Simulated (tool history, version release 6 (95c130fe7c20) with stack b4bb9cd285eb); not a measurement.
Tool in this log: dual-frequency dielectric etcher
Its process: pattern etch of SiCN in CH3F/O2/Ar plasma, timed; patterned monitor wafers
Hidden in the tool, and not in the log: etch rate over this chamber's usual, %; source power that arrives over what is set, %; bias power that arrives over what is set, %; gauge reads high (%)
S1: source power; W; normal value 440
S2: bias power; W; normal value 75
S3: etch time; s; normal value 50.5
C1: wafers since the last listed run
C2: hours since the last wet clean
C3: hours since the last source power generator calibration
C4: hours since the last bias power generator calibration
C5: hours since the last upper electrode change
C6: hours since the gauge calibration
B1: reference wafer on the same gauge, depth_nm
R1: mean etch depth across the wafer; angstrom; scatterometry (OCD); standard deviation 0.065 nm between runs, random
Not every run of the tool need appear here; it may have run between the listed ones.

run   hour   S1  S2    S3   C1     C2      C3      C4      C5     C6     B1     R1
  1      0  440  75    42    0  207.9  2591.2  2625.5  3769.2  532.9   22.2    172
      25.1  -- gauge calibrated
  2   26.2  440  75  50.5  211  234.1  2617.4  2651.7  3795.4    1.1  21.78  202.9
  3   53.9  440  75  50.5  223  261.8  2645.1  2679.4  3823.1   28.8   21.8  202.6
  4   87.5  440  75  50.5  271  295.4  2678.7    2713  3856.7   62.4  21.83  202.9
  5    109  440  75  50.5  173  316.9  2700.2  2734.5  3878.2   83.9  21.87  203.9
  6  135.6  440  75  50.5  214  343.5  2726.8  2761.1  3904.8  110.5  21.87  203.6
  7  171.3  440  75  50.5  288  379.2  2762.5  2796.8  3940.5  146.2  21.91  204.4
  8  190.4  440  75  50.5  154  398.3  2781.6  2815.9  3959.6  165.3  21.92  204.4
  9  209.7  440  75  50.5  155  417.6  2800.9  2835.2  3978.9  184.6  21.95  204.9
 10    227  440  75  50.5  139  434.9  2818.2  2852.5  3996.2  201.9  21.97  203.7
     258.6  -- wet clean of the chamber
 11  259.1  440  75  41.5   65    0.5  2850.3  2884.6  4028.3    234  21.99  168.8
 12  269.7  440  75  41.5   85   11.1  2860.9  2895.2  4038.9  244.6  22.01  168.5
 13  297.7  440  75  61.5  225   39.1  2888.9  2923.2  4066.9  272.6  22.02  249.6
 14  310.8  480  75    60  105   52.2    2902  2936.3    4080  285.7  22.06  256.3
     318.9  -- bias power generator calibrated
 15  327.7  440  89  50.5  104   69.1  2918.9     8.8  4096.9  302.6  22.06  221.8
 16  342.2  440  75  50.5  117   83.6  2933.4    23.3  4111.4  317.1  22.05  204.7
 17    372  340  87  50.5  240  113.4  2963.2    53.1  4141.2  346.9  22.08    188
 18  406.9  440  88    43  281  148.3  2998.1      88  4176.1  381.8  22.14  189.5
     435.9  -- upper electrode replaced
     436.1  -- source power generator calibrated
 19  436.4  440  75  50.5   43  177.8     0.3   117.5     0.5  411.3  22.15  206.3
 20  469.6  540  68  42.5  267    211    33.5   150.7    33.7  444.5  22.17  184.3
 21  489.8  440  75  50.5  163  231.2    53.7   170.9    53.9  464.7  22.19  206.3
 22  510.4  470  69    36  166  251.8    74.3   191.5    74.5  485.3  22.21  147.2
 23  524.4  520  75    41  112  265.8    88.3   205.5    88.5  499.3  22.22  184.3
 24  546.6  480  64    65  179    288   110.5   227.7   110.7  521.5  22.24  259.1
     566.4  -- gauge calibrated
 25  581.9  520  62  50.5  284  323.3   145.8     263     146   15.5   21.8    204
 26  615.1  440  90  50.5  267  356.5     179   296.2   179.2   48.7  21.84  222.1
 27  639.8  540  85    60  199  381.2   203.7   320.9   203.9   73.4  21.86  287.9
 28  670.3  440  75  35.5  246  411.7   234.2   351.4   234.4  103.9  21.89  143.6
     701.3  -- wet clean of the chamber
 29  730.9  440  65  42.5  295   29.6   294.8     412     295  164.5  21.94  160.2
 30  744.9  440  63    41  112   43.6   308.8     426     309  178.5  21.97  152.9
 31  761.1  440  65  42.5  130   59.8     325   442.2   325.2  194.7  21.97  160.9

What differs in the tool's unlogged condition from the final listed run ahead of each entry between runs to the first listed run following it?
Between runs 1 and 2: gauge calibrated (hour 25.1)
  gauge reads high (%): 1.78 -> -0.0707
  what was measured, less what the result would be without the hidden state, R1: +3 -> -0.1 angstrom
Between runs 10 and 11: wet clean of the chamber (hour 258.6)
  gauge reads high (%): 0.733 -> 0.861
  what was measured, less what the result would be without the hidden state, R1: +1.5 -> +1.5 angstrom
Between runs 14 and 15: bias power generator calibrated (hour 318.9)
  gauge reads high (%): 1.07 -> 1.14
  what was measured, less what the result would be without the hidden state, R1: +2.7 -> +2.5 angstrom
Between runs 18 and 19: upper electrode replaced (hour 435.9); source power generator calibrated (hour 436.1)
  gauge reads high (%): 1.45 -> 1.57
  what was measured, less what the result would be without the hidden state, R1: +2.7 -> +3.2 angstrom
Between runs 24 and 25: gauge calibrated (hour 566.4)
  gauge reads high (%): 2.01 -> 0.0607
  what was measured, less what the result would be without the hidden state, R1: +5.1 -> +0.1 angstrom
Between runs 28 and 29: wet clean of the chamber (hour 701.3)
  gauge reads high (%): 0.414 -> 0.657
  what was measured, less what the result would be without the hidden state, R1: +0.6 -> +1.1 angstrom
